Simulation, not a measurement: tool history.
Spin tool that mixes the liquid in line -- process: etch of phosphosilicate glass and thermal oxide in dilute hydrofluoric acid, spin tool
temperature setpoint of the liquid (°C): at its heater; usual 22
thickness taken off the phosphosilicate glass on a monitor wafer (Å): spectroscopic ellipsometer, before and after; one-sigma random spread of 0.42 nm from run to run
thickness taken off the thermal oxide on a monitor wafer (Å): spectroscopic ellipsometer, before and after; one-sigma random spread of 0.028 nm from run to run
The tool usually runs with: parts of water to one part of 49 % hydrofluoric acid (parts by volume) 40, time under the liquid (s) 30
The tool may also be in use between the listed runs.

run    hour  temperature setpoint of the liquid (°C)  parts of water to one part of 49 % hydrofluoric acid (parts by volume)  time under the liquid (s)  read-back film thickness of the phosphosilicate glass reference wafer, read on the same gauge (nm)  read-back film thickness of the thermal oxide reference wafer, read on the same gauge (nm)  thickness taken off the phosphosilicate glass on a monitor wafer (Å)  thickness taken off the thermal oxide on a monitor wafer (Å)
  1       0                                       22                                                                      40                         30                                                                                               31.72                                                                                      63.509                                                                 609.4                                                         35.47
  2   103.1                                       22                                                                      40                         30                                                                                                31.8                                                                                      63.613                                                                 613.8                                                          35.7
      146.2  -- hydrofluoric acid flow meter replaced
  3   188.9                                       22                                                                      40                         15                                                                                               31.91                                                                                      63.781                                                                 309.3                                                         17.81
      302.6  -- gauge calibrated
  4   391.4                                       22                                                                      40                         15                                                                                               30.08                                                                                      60.185                                                                 291.2                                                         16.72
  5   450.7                                       22                                                                      40                         30                                                                                               30.15                                                                                      60.284                                                                 577.1                                                         33.58
  6   538.5                                       22                                                                      40                         30                                                                                               30.19                                                                                      60.405                                                                 583.4                                                         33.31
  7   590.5                                       22                                                                      40                         30                                                                                               30.25                                                                                      60.503                                                                 578.9                                                         33.84
  8   636.8                                       22                                                                      40                         30                                                                                               30.28                                                                                       60.49                                                                   590                                                         33.68
  9     697                                       22                                                                      40                         30                                                                                               30.33                                                                                      60.598                                                                 585.6                                                         33.69
 10     773                                       22                                                                      40                         30                                                                                               30.38                                                                                      60.707                                                                 584.3                                                         33.42
 11   857.1                                       22                                                                      50                         40                                                                                               30.41                                                                                      60.855                                                                   615                                                          36.1
 12     897                                       22                                                                      40                         30                                                                                               30.44                                                                                      60.928                                                                 590.1                                                         33.95
 13   954.2                                       22                                                                      50                         30                                                                                               30.47                                                                                      60.951                                                                 464.4                                                         26.62
 14  1018.9                                       22                                                                      55                         20                                                                                               30.52                                                                                      61.088                                                                   282                                                         15.93
 15  1064.2                                     23.5                                                                      20                         25                                                                                               30.57                                                                                      61.169                                                                1079.6                                                         62.32
 16  1106.4                                       22                                                                      60                         30                                                                                                30.6                                                                                        61.2                                                                 384.7                                                         21.86
 17  1188.8                                       22                                                                      20                         30                                                                                               30.63                                                                                      61.388                                                                1223.3                                                          70.2
     1226.7  -- thermometer replaced
     1258.7  -- hydrofluoric acid flow meter replaced
 18  1280.1                                       22                                                                      40                         30                                                                                                30.7                                                                                      61.508                                                                 590.2                                                         33.73
 19  1372.1                                       18                                                                      40                         30                                                                                               30.81                                                                                      61.569                                                                 498.6                                                         28.78
 20  1429.9                                       20                                                                      30                         30                                                                                               30.86                                                                                      61.615                                                                 735.9                                                         42.45
 21  1494.3                                       22                                                                      20                         25                                                                                               30.87                                                                                      61.777                                                                  1029                                                         59.36
 22  1552.1                                       22                                                                      40                         30                                                                                               30.94                                                                                      61.877                                                                   594                                                         34.82
 23  1640.7                                       22                                                                      40                         30                                                                                               31.01                                                                                      61.965                                                                   600                                                          34.5
 24  1723.3                                       22                                                                      50                         30                                                                                               31.07                                                                                      62.106                                                                 476.9                                                            27
 25    1772                                     24.5                                                                      40                         30                                                                                               31.09                                                                                       62.16                                                                 663.6                                                         38.28
 26  1819.4                                       22                                                                      40                         30                                                                                               31.13                                                                                      62.226                                                                 601.1                                                         34.54
 27  1914.6                                       22                                                                      40                         30                                                                                                31.2                                                                                      62.366                                                                 600.3                                                         34.65

Here are 3 independent what-if runs from the current tool condition. What would each one return?
  A  1915                                       22                                                                      40                         30                                                                                                   ?                                                                                           ?                                                                     ?                                                             ?
  B  1915                                       22                                                                      45                         30                                                                                                   ?                                                                                           ?                                                                     ?                                                             ?
  C  1915                                     20.5                                                                      60                         15                                                                                                   ?                                                                                           ?                                                                     ?                                                             ?

run  read-back film thickness of the phosphosilicate glass reference wafer, read on the same gauge (nm)  read-back film thickness of the thermal oxide reference wafer, read on the same gauge (nm)  thickness taken off the phosphosilicate glass on a monitor wafer (Å)  thickness taken off the thermal oxide on a monitor wafer (Å)
  A                                                                                                31.2                                                                                       62.45                                                                 600.7                                                         34.48
  B                                                                                                31.2                                                                                       62.45                                                                 530.5                                                         30.46
  C                                                                                                31.2                                                                                       62.45                                                                 183.4                                                         10.53
With no hidden state in the tool, these same runs would have given:
run  thickness taken off the phosphosilicate glass on a monitor wafer (Å)  thickness taken off the thermal oxide on a monitor wafer (Å)
  A                                                                 577.7                                                         33.16
  B                                                                 510.2                                                         29.29
  C                                                                 176.4                                                         10.12
